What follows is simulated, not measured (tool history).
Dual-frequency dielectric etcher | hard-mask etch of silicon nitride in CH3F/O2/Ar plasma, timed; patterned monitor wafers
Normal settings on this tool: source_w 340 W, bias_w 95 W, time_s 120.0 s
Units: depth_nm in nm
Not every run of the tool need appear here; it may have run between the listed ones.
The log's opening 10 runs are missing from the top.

| run | hour | source_w | bias_w | time_s | read-back reference wafer on the same gauge, depth_nm | depth_nm |
|---|---|---|---|---|---|---|
| 11 | 219.2 | 340 | 117 | 105.0 | 89.7 | 74.6 |
| 12 | 249.2 | 340 | 95 | 86.0 | 89.7 | 57.2 |
|  | 271.3 | gauge calibrated |
| 13 | 277.7 | 340 | 95 | 120.0 | 89.7 | 79.8 |
| 14 | 308.0 | 320 | 95 | 108.0 | 89.7 | 70.3 |
| 15 | 338.1 | 340 | 77 | 152.5 | 89.7 | 95.2 |
| 16 | 353.7 | 340 | 95 | 120.0 | 89.7 | 79.5 |
|  | 382.9 | upper electrode replaced |
| 17 | 383.4 | 340 | 95 | 88.0 | 89.7 | 58.1 |
| 18 | 392.5 | 300 | 72 | 130.0 | 89.7 | 76.1 |
|  | 430.2 | bias power generator calibrated |
| 19 | 473.2 | 340 | 84 | 120.0 | 89.7 | 76.4 |
|  | 492.0 | source power generator calibrated |
| 20 | 508.1 | 340 | 95 | 120.0 | 89.7 | 80.1 |
| 21 | 543.1 | 280 | 76 | 120.0 | 89.7 | 70.8 |
| 22 | 561.7 | 310 | 95 | 92.0 | 89.7 | 59.6 |
| 23 | 579.1 | 360 | 103 | 132.0 | 89.7 | 91.9 |
| 24 | 599.3 | 340 | 95 | 120.0 | 89.7 | 79.8 |
| 25 | 621.2 | 340 | 95 | 152.0 | 89.7 | 101.3 |
| 26 | 641.3 | 340 | 95 | 149.0 | 89.7 | 99.4 |
| 27 | 662.3 | 340 | 95 | 120.0 | 89.7 | 80.0 |
| 28 | 690.3 | 280 | 89 | 87.0 | 89.7 | 53.3 |
| 29 | 709.9 | 340 | 95 | 131.0 | 89.7 | 87.0 |
| 30 | 728.3 | 280 | 76 | 120.0 | 89.7 | 70.2 |

Each row is a separate what-if for the run after 30, all from the same tool condition, not one after another. Results?
| A | 728.8 | 340 | 95 | 133.0 | ? | ? |
| B | 728.8 | 420 | 104 | 152.5 | ? | ? |
| C | 728.8 | 290 | 75 | 104.5 | ? | ? |
| D | 728.8 | 300 | 107 | 96.0 | ? | ? |

| run | read-back reference wafer on the same gauge, depth_nm | depth_nm |
|---|---|---|
| A | 89.7 | 88.3 |
| B | 89.7 | 111.5 |
| C | 89.7 | 61.6 |
| D | 89.7 | 63.5 |
What these runs would have given with no unlogged condition in the tool:
| run | depth_nm |
|---|---|
| A | 89.9 |
| B | 113.6 |
| C | 62.7 |
| D | 64.7 |
